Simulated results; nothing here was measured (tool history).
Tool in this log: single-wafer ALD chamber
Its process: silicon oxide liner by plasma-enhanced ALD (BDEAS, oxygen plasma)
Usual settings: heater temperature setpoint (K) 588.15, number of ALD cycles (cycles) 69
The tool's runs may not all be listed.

run,hour,heater temperature setpoint (K),number of ALD cycles (cycles),wafers since the last listed run,hours since the last thermocouple change,hours since the gauge calibration,"read-back reference wafer on the same gauge, thickness_nm",mean film thickness on the monitor wafer (Å)
1,0.0,588.15,60,0,948.9,220.3,6.337,57.23
2,38.9,592.15,79,183,987.8,259.2,6.333,74.74
3,72.5,588.15,69,158,1021.4,292.8,6.331,65.67
4,121.7,588.15,69,232,1070.6,342.0,6.328,65.30
# hour 126.2: gauge calibrated
5,153.5,588.15,69,150,1102.4,27.3,6.420,66.77
6,210.8,588.15,69,270,1159.7,84.6,6.395,66.03
7,239.5,588.15,69,135,1188.4,113.3,6.382,66.18
8,290.0,596.15,69,238,1238.9,163.8,6.373,65.26
9,358.3,575.15,63,322,1307.2,232.1,6.366,61.45
# hour 374.1: thermocouple changed; heater temperature recalibrated
10,417.3,594.15,79,240,43.2,291.1,6.357,74.95
11,446.0,588.15,74,135,71.9,319.8,6.353,70.81
# hour 490.8: gauge calibrated
12,600.8,595.15,74,730,226.7,110.0,6.376,69.98
13,628.8,588.15,69,132,254.7,138.0,6.370,66.05
14,658.1,588.15,64,138,284.0,167.3,6.357,61.16

What would each run have given without the hidden state, its run-to-run variation left as it was?
Unlogged tool condition in this case: wafer temperature above the value expected at the setpoint (K); gauge reads high (%).
run,mean film thickness on the monitor wafer (Å)
1,58.07
2,75.89
3,66.70
4,66.36
5,66.86
6,66.39
7,66.64
8,65.84
9,62.09
10,75.79
11,71.63
12,70.60
13,66.71
14,61.83
